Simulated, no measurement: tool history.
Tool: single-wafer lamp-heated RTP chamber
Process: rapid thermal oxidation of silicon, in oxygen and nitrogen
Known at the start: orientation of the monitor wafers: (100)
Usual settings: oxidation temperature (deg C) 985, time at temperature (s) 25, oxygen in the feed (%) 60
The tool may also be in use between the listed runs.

| run | hour | oxidation temperature (deg C) | time at temperature (s) | oxygen in the feed (%) | wafers since the last listed run | wafers since the last pyrometer calibration | hours since the oxygen flow controller was replaced | hours since the gauge calibration | read-back reference wafer on the same gauge, thickness | oxide thickness on the monitor wafer (nm) |
|---|---|---|---|---|---|---|---|---|---|---|
| 1 | 0.0 | 985 | 25 | 60 | 0 | 3517 | 1762.8 | 186.0 | 2.568 | 3.189 |
| 2 | 31.9 | 985 | 25 | 60 | 391 | 3909 | 1794.7 | 217.9 | 2.573 | 3.208 |
| 3 | 59.5 | 985 | 25 | 60 | 338 | 4247 | 1822.3 | 245.5 | 2.565 | 3.177 |
| 4 | 123.3 | 985 | 25 | 53 | 782 | 5029 | 1886.1 | 309.3 | 2.568 | 3.100 |
| 5 | 165.6 | 985 | 25 | 53 | 518 | 5548 | 1928.4 | 351.6 | 2.570 | 3.119 |
| 6 | 209.5 | 985 | 25 | 60 | 538 | 6087 | 1972.3 | 395.5 | 2.570 | 3.214 |
| 7 | 242.0 | 985 | 25 | 60 | 398 | 6485 | 2004.8 | 428.0 | 2.568 | 3.242 |
| 8 | 297.3 | 985 | 25 | 60 | 678 | 7163 | 2060.1 | 483.3 | 2.569 | 3.256 |
|  | 313.3 | pyrometer window cleaned and pyrometer calibrated |
| 9 | 366.1 | 985 | 15 | 60 | 745 | 647 | 2128.9 | 552.1 | 2.567 | 2.704 |
|  | 400.5 | oxygen flow controller replaced |
| 10 | 401.0 | 955 | 34 | 78 | 329 | 977 | 0.5 | 587.0 | 2.570 | 3.142 |
| 11 | 454.5 | 999 | 22 | 32 | 656 | 1633 | 54.0 | 640.5 | 2.571 | 2.809 |
| 12 | 481.2 | 985 | 25 | 60 | 327 | 1961 | 80.7 | 667.2 | 2.565 | 3.177 |
| 13 | 536.9 | 997 | 25 | 60 | 683 | 2644 | 136.4 | 722.9 | 2.565 | 3.391 |
|  | 539.5 | gauge calibrated |
| 14 | 583.0 | 985 | 25 | 60 | 565 | 3209 | 182.5 | 43.5 | 2.565 | 3.185 |
| 15 | 620.0 | 985 | 25 | 53 | 453 | 3663 | 219.5 | 80.5 | 2.563 | 3.080 |
| 16 | 678.2 | 976 | 32 | 60 | 713 | 4377 | 277.7 | 138.7 | 2.564 | 3.302 |
| 17 | 703.5 | 996 | 31 | 60 | 310 | 4687 | 303.0 | 164.0 | 2.567 | 3.697 |

Measured less the same run without the tool's hidden state. The same run-to-run variation is in both; the gauge's scatter may not be:
The hidden state here: true wafer temperature minus pyrometer reading, K; deviation of the oxygen flow from its setpoint, %; gauge reads high (%).
| run | oxide thickness on the monitor wafer (nm) |
|---|---|
| 1 | +0.027 |
| 2 | +0.033 |
| 3 | +0.037 |
| 4 | +0.049 |
| 5 | +0.058 |
| 6 | +0.075 |
| 7 | +0.086 |
| 8 | +0.105 |
| 9 | +0.003 |
| 10 | +0.006 |
| 11 | +0.006 |
| 12 | +0.012 |
| 13 | +0.020 |
| 14 | +0.024 |
| 15 | +0.028 |
| 16 | +0.045 |
| 17 | +0.062 |

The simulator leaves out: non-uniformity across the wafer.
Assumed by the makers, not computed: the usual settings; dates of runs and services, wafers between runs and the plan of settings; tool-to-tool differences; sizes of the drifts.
